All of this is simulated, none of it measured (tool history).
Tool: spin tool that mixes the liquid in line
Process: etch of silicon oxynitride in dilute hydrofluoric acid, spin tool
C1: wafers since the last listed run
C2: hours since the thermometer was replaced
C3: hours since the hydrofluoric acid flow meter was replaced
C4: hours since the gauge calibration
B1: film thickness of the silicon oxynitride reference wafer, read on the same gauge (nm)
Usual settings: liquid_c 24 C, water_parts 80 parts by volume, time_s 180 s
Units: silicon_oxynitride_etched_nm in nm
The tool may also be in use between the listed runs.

run 1 hour=0 | liquid_c=24 water_parts=80 time_s=180 | C1=0 C2=1179.1 C3=799 C4=933.7 | B1=139.997 | silicon_oxynitride_etched_nm=3.207
-- hour=25.5 gauge calibrated
run 2 hour=44.8 | liquid_c=24 water_parts=80 time_s=180 | C1=268 C2=1223.9 C3=843.8 C4=19.3 | B1=140.001 | silicon_oxynitride_etched_nm=3.23
run 3 hour=116.5 | liquid_c=21.5 water_parts=80 time_s=180 | C1=429 C2=1295.6 C3=915.5 C4=91 | B1=139.961 | silicon_oxynitride_etched_nm=2.846
run 4 hour=179.3 | liquid_c=24 water_parts=110 time_s=180 | C1=376 C2=1358.4 C3=978.3 C4=153.8 | B1=139.985 | silicon_oxynitride_etched_nm=2.304
run 5 hour=217.4 | liquid_c=24 water_parts=110 time_s=180 | C1=228 C2=1396.5 C3=1016.4 C4=191.9 | B1=140.021 | silicon_oxynitride_etched_nm=2.29
run 6 hour=296 | liquid_c=24 water_parts=110 time_s=180 | C1=470 C2=1475.1 C3=1095 C4=270.5 | B1=140.008 | silicon_oxynitride_etched_nm=2.298
run 7 hour=392.7 | liquid_c=27 water_parts=80 time_s=180 | C1=579 C2=1571.8 C3=1191.7 C4=367.2 | B1=139.996 | silicon_oxynitride_etched_nm=3.731
run 8 hour=435.9 | liquid_c=24 water_parts=80 time_s=180 | C1=258 C2=1615 C3=1234.9 C4=410.4 | B1=140.014 | silicon_oxynitride_etched_nm=3.308
run 9 hour=476.6 | liquid_c=24 water_parts=80 time_s=180 | C1=243 C2=1655.7 C3=1275.6 C4=451.1 | B1=140.002 | silicon_oxynitride_etched_nm=3.288
run 10 hour=564.3 | liquid_c=24 water_parts=80 time_s=180 | C1=525 C2=1743.4 C3=1363.3 C4=538.8 | B1=140.011 | silicon_oxynitride_etched_nm=3.311
run 11 hour=658 | liquid_c=21 water_parts=115 time_s=275 | C1=561 C2=1837.1 C3=1457 C4=632.5 | B1=140.015 | silicon_oxynitride_etched_nm=2.963
run 12 hour=760.6 | liquid_c=24 water_parts=60 time_s=180 | C1=614 C2=1939.7 C3=1559.6 C4=735.1 | B1=140.012 | silicon_oxynitride_etched_nm=4.547
run 13 hour=843.3 | liquid_c=22.5 water_parts=80 time_s=180 | C1=495 C2=2022.4 C3=1642.3 C4=817.8 | B1=140.037 | silicon_oxynitride_etched_nm=3.071
-- hour=900.3 thermometer replaced
-- hour=906.2 hydrofluoric acid flow meter replaced
run 14 hour=922.3 | liquid_c=25.5 water_parts=115 time_s=140 | C1=461 C2=22 C3=16.1 C4=896.8 | B1=140 | silicon_oxynitride_etched_nm=1.724
run 15 hour=974.2 | liquid_c=24 water_parts=80 time_s=180 | C1=310 C2=73.9 C3=68 C4=948.7 | B1=140.035 | silicon_oxynitride_etched_nm=3.07
-- hour=1037.7 gauge calibrated
run 16 hour=1041.5 | liquid_c=24 water_parts=80 time_s=180 | C1=403 C2=141.2 C3=135.3 C4=3.8 | B1=139.964 | silicon_oxynitride_etched_nm=3.127
run 17 hour=1141.1 | liquid_c=20 water_parts=120 time_s=215 | C1=596 C2=240.8 C3=234.9 C4=103.4 | B1=140.004 | silicon_oxynitride_etched_nm=1.992
run 18 hour=1179 | liquid_c=24 water_parts=80 time_s=180 | C1=227 C2=278.7 C3=272.8 C4=141.3 | B1=139.961 | silicon_oxynitride_etched_nm=3.12
run 19 hour=1284.1 | liquid_c=26 water_parts=40 time_s=260 | C1=629 C2=383.8 C3=377.9 C4=246.4 | B1=139.978 | silicon_oxynitride_etched_nm=10.308
run 20 hour=1390.6 | liquid_c=28.5 water_parts=80 time_s=145 | C1=637 C2=490.3 C3=484.4 C4=352.9 | B1=140.041 | silicon_oxynitride_etched_nm=3.127

5 ways to go on from here, each from the tool as it stands after run 20. What would each give?
run A hour=1391.1 | liquid_c=26.5 water_parts=80 time_s=180 | C1=2 C2=490.8 C3=484.9 C4=353.4 | B1=? | silicon_oxynitride_etched_nm=?
run B hour=1391.1 | liquid_c=24 water_parts=80 time_s=245 | C1=2 C2=490.8 C3=484.9 C4=353.4 | B1=? | silicon_oxynitride_etched_nm=?
run C hour=1391.1 | liquid_c=21.5 water_parts=90 time_s=210 | C1=2 C2=490.8 C3=484.9 C4=353.4 | B1=? | silicon_oxynitride_etched_nm=?
run D hour=1391.1 | liquid_c=24 water_parts=80 time_s=265 | C1=2 C2=490.8 C3=484.9 C4=353.4 | B1=? | silicon_oxynitride_etched_nm=?
run E hour=1391.1 | liquid_c=24 water_parts=80 time_s=135 | C1=2 C2=490.8 C3=484.9 C4=353.4 | B1=? | silicon_oxynitride_etched_nm=?

run=A B1=139.975 silicon_oxynitride_etched_nm=3.573
run=B B1=139.975 silicon_oxynitride_etched_nm=4.32
run=C B1=139.975 silicon_oxynitride_etched_nm=2.894
run=D B1=139.975 silicon_oxynitride_etched_nm=4.672
run=E B1=139.975 silicon_oxynitride_etched_nm=2.38
Without the tool's hidden state the same runs would have given:
run=A silicon_oxynitride_etched_nm=3.482
run=B silicon_oxynitride_etched_nm=4.21
run=C silicon_oxynitride_etched_nm=2.821
run=D silicon_oxynitride_etched_nm=4.554
run=E silicon_oxynitride_etched_nm=2.32
